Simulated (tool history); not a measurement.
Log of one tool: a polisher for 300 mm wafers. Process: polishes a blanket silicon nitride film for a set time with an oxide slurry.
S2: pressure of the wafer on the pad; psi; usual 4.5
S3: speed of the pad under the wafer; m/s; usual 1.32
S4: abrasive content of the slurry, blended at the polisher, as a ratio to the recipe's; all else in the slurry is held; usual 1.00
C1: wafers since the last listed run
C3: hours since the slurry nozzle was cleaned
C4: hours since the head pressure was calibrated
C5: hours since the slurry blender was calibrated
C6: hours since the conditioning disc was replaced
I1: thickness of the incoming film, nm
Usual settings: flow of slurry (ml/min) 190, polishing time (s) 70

run 1 hour=0.0 | flow_of_slurry_(ml/min)=190 S2=4.5 S3=0.98 S4=1.00 polishing_time_(s)=70 | C1=0 wafers_polished_on_this_pad=2020 C3=304.9 C4=265.1 C5=271.4 C6=96.8 | I1=448.5 | film_removed_(nm)=52.8
run 2 hour=59.5 | flow_of_slurry_(ml/min)=190 S2=4.5 S3=0.98 S4=1.00 polishing_time_(s)=70 | C1=534 wafers_polished_on_this_pad=2554 C3=364.4 C4=324.6 C5=330.9 C6=156.3 | I1=447.1 | film_removed_(nm)=52.9
run 3 hour=96.6 | flow_of_slurry_(ml/min)=190 S2=4.5 S3=0.98 S4=1.00 polishing_time_(s)=70 | C1=333 wafers_polished_on_this_pad=2887 C3=401.5 C4=361.7 C5=368.0 C6=193.4 | I1=446.2 | film_removed_(nm)=52.6
run 4 hour=170.0 | flow_of_slurry_(ml/min)=190 S2=4.5 S3=1.32 S4=1.00 polishing_time_(s)=65 | C1=658 wafers_polished_on_this_pad=3546 C3=474.9 C4=435.1 C5=441.4 C6=266.8 | I1=454.2 | film_removed_(nm)=62.2
run 5 hour=218.9 | flow_of_slurry_(ml/min)=190 S2=4.5 S3=1.32 S4=1.00 polishing_time_(s)=70 | C1=438 wafers_polished_on_this_pad=3985 C3=523.8 C4=484.0 C5=490.3 C6=315.7 | I1=448.6 | film_removed_(nm)=65.6
-- hour=296.4 slurry nozzle cleaned
run 6 hour=297.8 | flow_of_slurry_(ml/min)=190 S2=4.5 S3=1.32 S4=1.00 polishing_time_(s)=70 | C1=699 wafers_polished_on_this_pad=4684 C3=1.4 C4=562.9 C5=569.2 C6=394.6 | I1=450.5 | film_removed_(nm)=70.0
-- hour=300.9 slurry blender recalibrated
-- hour=306.8 worn pad replaced by a new one
run 7 hour=379.6 | flow_of_slurry_(ml/min)=190 S2=4.5 S3=1.06 S4=1.00 polishing_time_(s)=76 | C1=680 wafers_polished_on_this_pad=653 C3=83.2 C4=644.7 C5=78.7 C6=476.4 | I1=450.5 | film_removed_(nm)=62.5
-- hour=384.8 conditioning disc replaced and pad reconditioned
run 8 hour=444.3 | flow_of_slurry_(ml/min)=165 S2=5.4 S3=1.62 S4=1.25 polishing_time_(s)=70 | C1=562 wafers_polished_on_this_pad=1216 C3=147.9 C4=709.4 C5=143.4 C6=59.5 | I1=455.7 | film_removed_(nm)=101.2
-- hour=538.9 head pressure recalibrated
run 9 hour=539.4 | flow_of_slurry_(ml/min)=190 S2=4.5 S3=1.32 S4=1.00 polishing_time_(s)=70 | C1=835 wafers_polished_on_this_pad=2052 C3=243.0 C4=0.5 C5=238.5 C6=154.6 | I1=446.0 | film_removed_(nm)=67.8
run 10 hour=637.4 | flow_of_slurry_(ml/min)=250 S2=5.8 S3=1.18 S4=1.00 polishing_time_(s)=70 | C1=879 wafers_polished_on_this_pad=2931 C3=341.0 C4=98.5 C5=336.5 C6=252.6 | I1=449.0 | film_removed_(nm)=81.2
run 11 hour=689.9 | flow_of_slurry_(ml/min)=125 S2=4.5 S3=1.32 S4=1.00 polishing_time_(s)=81 | C1=471 wafers_polished_on_this_pad=3403 C3=393.5 C4=151.0 C5=389.0 C6=305.1 | I1=450.1 | film_removed_(nm)=73.4
run 12 hour=756.0 | flow_of_slurry_(ml/min)=250 S2=2.9 S3=1.44 S4=1.00 polishing_time_(s)=70 | C1=593 wafers_polished_on_this_pad=3996 C3=459.6 C4=217.1 C5=455.1 C6=371.2 | I1=441.9 | film_removed_(nm)=47.2
-- hour=817.9 worn pad replaced by a new one
run 13 hour=838.5 | flow_of_slurry_(ml/min)=190 S2=4.5 S3=1.32 S4=1.00 polishing_time_(s)=50 | C1=704 wafers_polished_on_this_pad=184 C3=542.1 C4=299.6 C5=537.6 C6=453.7 | I1=452.6 | film_removed_(nm)=48.5
run 14 hour=887.7 | flow_of_slurry_(ml/min)=190 S2=4.5 S3=1.32 S4=1.00 polishing_time_(s)=70 | C1=441 wafers_polished_on_this_pad=626 C3=591.3 C4=348.8 C5=586.8 C6=502.9 | I1=459.8 | film_removed_(nm)=65.8
-- hour=919.6 slurry blender recalibrated
-- hour=950.2 conditioning disc replaced and pad reconditioned
run 15 hour=975.6 | flow_of_slurry_(ml/min)=190 S2=3.7 S3=1.06 S4=1.25 polishing_time_(s)=57 | C1=753 wafers_polished_on_this_pad=1379 C3=679.2 C4=436.7 C5=56.0 C6=25.4 | I1=454.7 | film_removed_(nm)=40.8
run 16 hour=1021.1 | flow_of_slurry_(ml/min)=155 S2=4.5 S3=1.18 S4=1.00 polishing_time_(s)=70 | C1=408 wafers_polished_on_this_pad=1787 C3=724.7 C4=482.2 C5=101.5 C6=70.9 | I1=451.5 | film_removed_(nm)=59.0
-- hour=1043.0 slurry nozzle cleaned
run 17 hour=1078.7 | flow_of_slurry_(ml/min)=190 S2=4.5 S3=1.32 S4=1.00 polishing_time_(s)=70 | C1=508 wafers_polished_on_this_pad=2295 C3=35.7 C4=539.8 C5=159.1 C6=128.5 | I1=446.3 | film_removed_(nm)=70.2
run 18 hour=1168.0 | flow_of_slurry_(ml/min)=190 S2=4.5 S3=0.94 S4=1.00 polishing_time_(s)=70 | C1=801 wafers_polished_on_this_pad=3097 C3=125.0 C4=629.1 C5=248.4 C6=217.8 | I1=453.9 | film_removed_(nm)=52.0

Forecast run 19:
-- hour=1281.3 head pressure recalibrated
run 19 hour=1344.2 | flow_of_slurry_(ml/min)=190 S2=5.9 S3=1.32 S4=1.00 polishing_time_(s)=70 | C1=1563 wafers_polished_on_this_pad=4661 C3=301.2 C4=62.9 C5=424.6 C6=394.0 | I1=447.6 | film_removed_(nm)=?

Run 19 gave film removed (nm) 87.5.
Without the tool's hidden state the same run would have given film removed (nm) 91.2.
